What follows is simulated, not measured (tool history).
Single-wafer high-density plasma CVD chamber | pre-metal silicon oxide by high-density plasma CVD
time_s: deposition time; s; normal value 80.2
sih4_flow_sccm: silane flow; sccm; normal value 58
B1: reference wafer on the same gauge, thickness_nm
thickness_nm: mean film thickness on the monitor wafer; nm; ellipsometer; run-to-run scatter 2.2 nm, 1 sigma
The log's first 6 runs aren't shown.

run 7 day=2.871 | time_s=80.2 sih4_flow_sccm=58 | B1=507.791 | thickness_nm=461.845
-- day=4.408 gauge calibrated
run 8 day=4.642 | time_s=80.2 sih4_flow_sccm=53 | B1=507.841 | thickness_nm=419.149
run 9 day=5.083 | time_s=70.7 sih4_flow_sccm=53 | B1=508.156 | thickness_nm=372.781
run 10 day=5.508 | time_s=80.2 sih4_flow_sccm=54 | B1=508.302 | thickness_nm=428.447
run 11 day=6.067 | time_s=80.2 sih4_flow_sccm=54 | B1=508.665 | thickness_nm=430.538
run 12 day=6.662 | time_s=91.2 sih4_flow_sccm=58 | B1=507.51 | thickness_nm=523.461
run 13 day=6.95 | time_s=91.2 sih4_flow_sccm=58 | B1=507.798 | thickness_nm=528.165
run 14 day=7.25 | time_s=80.2 sih4_flow_sccm=58 | B1=508.403 | thickness_nm=459.4
run 15 day=7.571 | time_s=80.2 sih4_flow_sccm=58 | B1=508.24 | thickness_nm=460.635
run 16 day=8.2 | time_s=80.2 sih4_flow_sccm=55 | B1=507.901 | thickness_nm=434.342
run 17 day=8.579 | time_s=80.2 sih4_flow_sccm=55 | B1=508.286 | thickness_nm=440.216
run 18 day=10.083 | time_s=84.3 sih4_flow_sccm=58 | B1=508.265 | thickness_nm=487.654
run 19 day=10.492 | time_s=74.3 sih4_flow_sccm=68 | B1=507.973 | thickness_nm=498.129
run 20 day=10.971 | time_s=80.2 sih4_flow_sccm=58 | B1=507.714 | thickness_nm=461.472

Run 21 has not been measured yet. What should we expect?
run 21 day=11.354 | time_s=70.2 sih4_flow_sccm=63 | B1=? | thickness_nm=?

{"run 21": {"B1": 507.894, "thickness_nm": 438.51}}
With the hidden condition absent and the run-to-run variation left alone, this run would have shown thickness_nm 438.51 nm.
